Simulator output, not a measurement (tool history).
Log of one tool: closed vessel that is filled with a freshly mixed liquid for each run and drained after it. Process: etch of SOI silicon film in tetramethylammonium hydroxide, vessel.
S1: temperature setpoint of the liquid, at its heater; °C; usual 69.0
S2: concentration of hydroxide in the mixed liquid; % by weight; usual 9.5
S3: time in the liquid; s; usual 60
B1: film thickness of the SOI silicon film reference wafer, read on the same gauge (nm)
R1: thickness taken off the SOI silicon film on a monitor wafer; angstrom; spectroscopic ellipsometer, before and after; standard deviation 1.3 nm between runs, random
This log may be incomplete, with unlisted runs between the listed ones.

run 1 hour=0.0 | S1=69.0 S2=9.5 S3=60 | B1=139.97 | R1=3832.3
run 2 hour=54.4 | S1=69.0 S2=9.5 S3=60 | B1=139.99 | R1=3854.2
run 3 hour=80.5 | S1=69.0 S2=9.5 S3=60 | B1=140.00 | R1=3859.1
run 4 hour=120.3 | S1=69.0 S2=8.0 S3=60 | B1=140.00 | R1=4055.7
run 5 hour=189.3 | S1=75.5 S2=9.5 S3=60 | B1=140.00 | R1=5580.4
run 6 hour=241.4 | S1=75.5 S2=9.5 S3=60 | B1=140.02 | R1=5583.5
run 7 hour=289.8 | S1=75.5 S2=9.5 S3=60 | B1=139.99 | R1=5622.1
-- hour=316.6 hydroxide flow meter replaced
-- hour=331.7 thermometer replaced
run 8 hour=332.2 | S1=73.5 S2=12.0 S3=90 | B1=140.04 | R1=7066.4
run 9 hour=392.4 | S1=73.0 S2=11.5 S3=95 | B1=139.99 | R1=7375.4
-- hour=410.4 gauge calibrated
run 10 hour=446.7 | S1=69.0 S2=10.5 S3=35 | B1=140.00 | R1=2219.9
run 11 hour=486.0 | S1=69.0 S2=7.5 S3=60 | B1=139.99 | R1=4261.2
run 12 hour=520.7 | S1=69.0 S2=9.5 S3=60 | B1=140.01 | R1=3929.4
run 13 hour=576.7 | S1=69.0 S2=9.5 S3=30 | B1=139.98 | R1=1976.3
run 14 hour=632.3 | S1=69.0 S2=9.5 S3=60 | B1=140.00 | R1=3945.0
run 15 hour=669.5 | S1=62.5 S2=8.0 S3=60 | B1=140.02 | R1=2810.5

3 ways to go on from here, each from the tool as it stands after run 15. What would each give?
run A hour=670.2 | S1=69.0 S2=9.5 S3=85 | B1=? | R1=?
run B hour=670.2 | S1=69.0 S2=9.5 S3=35 | B1=? | R1=?
run C hour=670.2 | S1=69.0 S2=9.5 S3=90 | B1=? | R1=?

run=A B1=140.01 R1=5574.5
run=B B1=140.01 R1=2295.4
run=C B1=140.01 R1=5902.4
The same runs, with their run-to-run variation unchanged, on a tool lacking any hidden condition would have given:
run=A R1=5640.1
run=B R1=2322.4
run=C R1=5971.8
